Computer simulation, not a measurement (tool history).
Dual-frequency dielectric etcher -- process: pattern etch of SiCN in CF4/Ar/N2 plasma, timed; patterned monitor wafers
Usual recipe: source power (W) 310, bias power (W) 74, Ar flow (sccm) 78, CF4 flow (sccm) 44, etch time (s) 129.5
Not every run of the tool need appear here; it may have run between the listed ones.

run    hour  source power (W)  bias power (W)  Ar flow (sccm)  CF4 flow (sccm)  etch time (s)  wafers since the last listed run  hours since the last wet clean  hours since the last source power generator calibration  hours since the last bias power generator calibration  hours since the last Ar flow controller change  hours since the last CF4 flow controller change  hours since the last upper electrode change  hours since the gauge calibration  read-back reference wafer on the same gauge, depth_nm  mean etch depth across the wafer (nm)
  1       0               310              74              78               44          129.5                                 0                           588.7                                                     3610                                                 4200.8                                          1118.6                                           2054.7                                       2760.1                              389.9                                                   67.8                                   71.5
  2    93.3               310              74              78               44          129.5                               836                             682                                                   3703.3                                                 4294.1                                          1211.9                                             2148                                       2853.4                              483.2                                                   67.8                                   71.4
      133.4  -- wet clean of the chamber
  3   152.3               310              74              78               44          129.5                               313                            18.9                                                   3762.3                                                 4353.1                                          1270.9                                             2207                                       2912.4                              542.2                                                   67.8                                   69.5
      179.7  -- bias power generator calibrated
  4     234               370              69              78               36             93                               696                           100.6                                                     3844                                                   54.3                                          1352.6                                           2288.7                                       2994.1                              623.9                                                   67.8                                   55.5
      339.5  -- source power generator calibrated
  5     340               350              74              78               44          129.5                               914                           206.6                                                      0.5                                                  160.3                                          1458.6                                           2394.7                                       3100.1                              729.9                                                   67.8                                   77.9
  6   375.2               380              74              71               44          154.5                               315                           241.8                                                     35.7                                                  195.5                                          1493.8                                           2429.9                                       3135.3                              765.1                                                   67.8                                    101
      400.6  -- CF4 flow controller replaced
  7   443.2               310              74              78               44          129.5                               555                           309.8                                                    103.7                                                  263.5                                          1561.8                                             42.6                                       3203.3                              833.1                                                   67.8                                   70.5
  8   542.6               370              90              78               44          129.5                               890                           409.2                                                    203.1                                                  362.9                                          1661.2                                              142                                       3302.7                              932.5                                                   67.8                                   87.2
  9     580               310              66              84               51            114                               335                           446.6                                                    240.5                                                  400.3                                          1698.6                                            179.4                                       3340.1                              969.9                                                   67.8                                   61.4
        741  -- upper electrode replaced
      792.3  -- Ar flow controller replaced
      811.3  -- wet clean of the chamber
 10   879.1               290              82              78               34          129.5                              2241                            67.8                                                    539.6                                                  699.4                                            86.8                                            478.5                                        138.1                               1269                                                   67.8                                   64.7
 11   938.2               310              67              78               37          129.5                               529                           126.9                                                    598.7                                                  758.5                                           145.9                                            537.6                                        197.2                             1328.1                                                   67.8                                   65.5
 12  1009.6               310              74              78               35          129.5                               640                           198.3                                                    670.1                                                  829.9                                           217.3                                              609                                        268.6                             1399.5                                                   67.8                                   66.9
 13    1076               310              74              78               44          129.5                               595                           264.7                                                    736.5                                                  896.3                                           283.7                                            675.4                                          335                             1465.9                                                   67.8                                   70.2
 14  1155.5               310              74              78               44          129.5                               712                           344.2                                                      816                                                  975.8                                           363.2                                            754.9                                        414.5                             1545.4                                                   67.7                                   70.5
 15    1245               250              56              65               44            103                               802                           433.7                                                    905.5                                                 1065.3                                           452.7                                            844.4                                          504                             1634.9                                                   67.8                                   44.3
 16  1300.2               310              74              78               44          129.5                               494                           488.9                                                    960.7                                                 1120.5                                           507.9                                            899.6                                        559.2                             1690.1                                                   67.8                                   70.3
 17  1352.8               310              64              78               44          129.5                               471                           541.5                                                   1013.3                                                 1173.1                                           560.5                                            952.2                                        611.8                             1742.7                                                   67.8                                   68.1
 18    1417               310              66              78               44          129.5                               575                           605.7                                                   1077.5                                                 1237.3                                           624.7                                           1016.4                                          676                             1806.9                                                   67.8                                   68.6
 19  1519.6               310              74              78               44          129.5                               919                           708.3                                                   1180.1                                                 1339.9                                           727.3                                             1119                                        778.6                             1909.5                                                   67.9                                   71.4
     1560.3  -- wet clean of the chamber
 20  1614.1               310              74              78               44          129.5                               631                            53.8                                                   1274.6                                                 1434.4                                           821.8                                           1213.5                                        873.1                               2004                                                   67.8                                   69.5
 21    1704               360              74              78               40          129.5                               805                           143.7                                                   1364.5                                                 1524.3                                           911.7                                           1303.4                                          963                             2093.9                                                   67.7                                     78

Below are 4 alternative next runs, each starting from the tool's condition after run 21. Predict each:
  A  1704.5               310              74              78               44          129.5                                 4                           144.2                                                     1365                                                 1524.8                                           912.2                                           1303.9                                        963.5                             2094.4                                                      ?                                      ?
  B  1704.5               310              79              78               44          129.5                                 4                           144.2                                                     1365                                                 1524.8                                           912.2                                           1303.9                                        963.5                             2094.4                                                      ?                                      ?
  C  1704.5               310              67              84               51          129.5                                 4                           144.2                                                     1365                                                 1524.8                                           912.2                                           1303.9                                        963.5                             2094.4                                                      ?                                      ?
  D  1704.5               310              74              67               47          129.5                                 4                           144.2                                                     1365                                                 1524.8                                           912.2                                           1303.9                                        963.5                             2094.4                                                      ?                                      ?

run  read-back reference wafer on the same gauge, depth_nm  mean etch depth across the wafer (nm)
  A                                                   67.8                                   70.1
  B                                                   67.8                                   71.4
  C                                                   67.8                                   69.2
  D                                                   67.8                                   72.6
With no hidden state in the tool, these same runs would have given:
run  mean etch depth across the wafer (nm)
  A                                   69.7
  B                                     71
  C                                   68.8
  D                                   72.2
